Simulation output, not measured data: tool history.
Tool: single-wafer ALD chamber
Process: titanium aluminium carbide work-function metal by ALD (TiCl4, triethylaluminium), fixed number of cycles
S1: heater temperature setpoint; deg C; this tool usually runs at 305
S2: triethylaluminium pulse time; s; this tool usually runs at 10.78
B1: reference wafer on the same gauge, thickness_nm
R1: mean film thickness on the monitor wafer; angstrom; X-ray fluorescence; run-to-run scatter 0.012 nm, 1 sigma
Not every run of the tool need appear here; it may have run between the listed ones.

| run | day | S1 | S2 | B1 | R1 |
|---|---|---|---|---|---|
| 1 | 0 | 305 | 10.78 | 1.892 | 19.15 |
| 2 | 1.408 | 305 | 10.78 | 1.888 | 19.15 |
| 3 | 1.983 | 311 | 10.78 | 1.889 | 19.55 |
| 4 | 3.225 | 311 | 10.78 | 1.888 | 19.77 |
| 5 | 4.421 | 305 | 8.99 | 1.893 | 18.45 |
| 6 | 5.862 | 305 | 10.78 | 1.887 | 19.07 |
| 7 | 6.567 | 305 | 10.78 | 1.889 | 18.89 |
| 8 | 7.692 | 298 | 10.78 | 1.893 | 19.49 |
| 9 | 10.958 | 305 | 10.78 | 1.889 | 19.67 |
| 10 | 12.15 | 312 | 7.36 | 1.891 | 19.05 |
| 11 | 13.471 | 311 | 10.78 | 1.889 | 20.32 |
| 12 | 14.046 | 305 | 10.78 | 1.89 | 19.72 |
| 13 | 15.383 | 294 | 12.43 | 1.893 | 18.75 |
| 14 | 16.696 | 314 | 13.27 | 1.897 | 20.75 |
| 15 | 17.838 | 320 | 8.17 | 1.889 | 19.72 |
| 16 | 20.771 | 300 | 7.26 | 1.893 | 17.21 |

The log once held 4 entries between its listed runs, left out of this copy. Where does each go, and what is different about the tool's unlogged condition between the listed run before it and the listed run after it?
Between runs 7 and 8: triethylaluminium bottle replaced (day 7.604)
  triethylaluminium dose above that of a fresh bottle (%): -37.5 -> -4.41
  measured less the result without the state, R1: -1.09 -> -0.07 angstrom
Between runs 9 and 10: gauge calibrated (day 11.275); showerhead replaced (day 11.458); thermocouple changed; heater temperature recalibrated (day 11.558)
  triethylaluminium dose above that of a fresh bottle (%): -16.9 -> -20.2
  measured less the result without the state, R1: -0.34 -> -0.81 angstrom
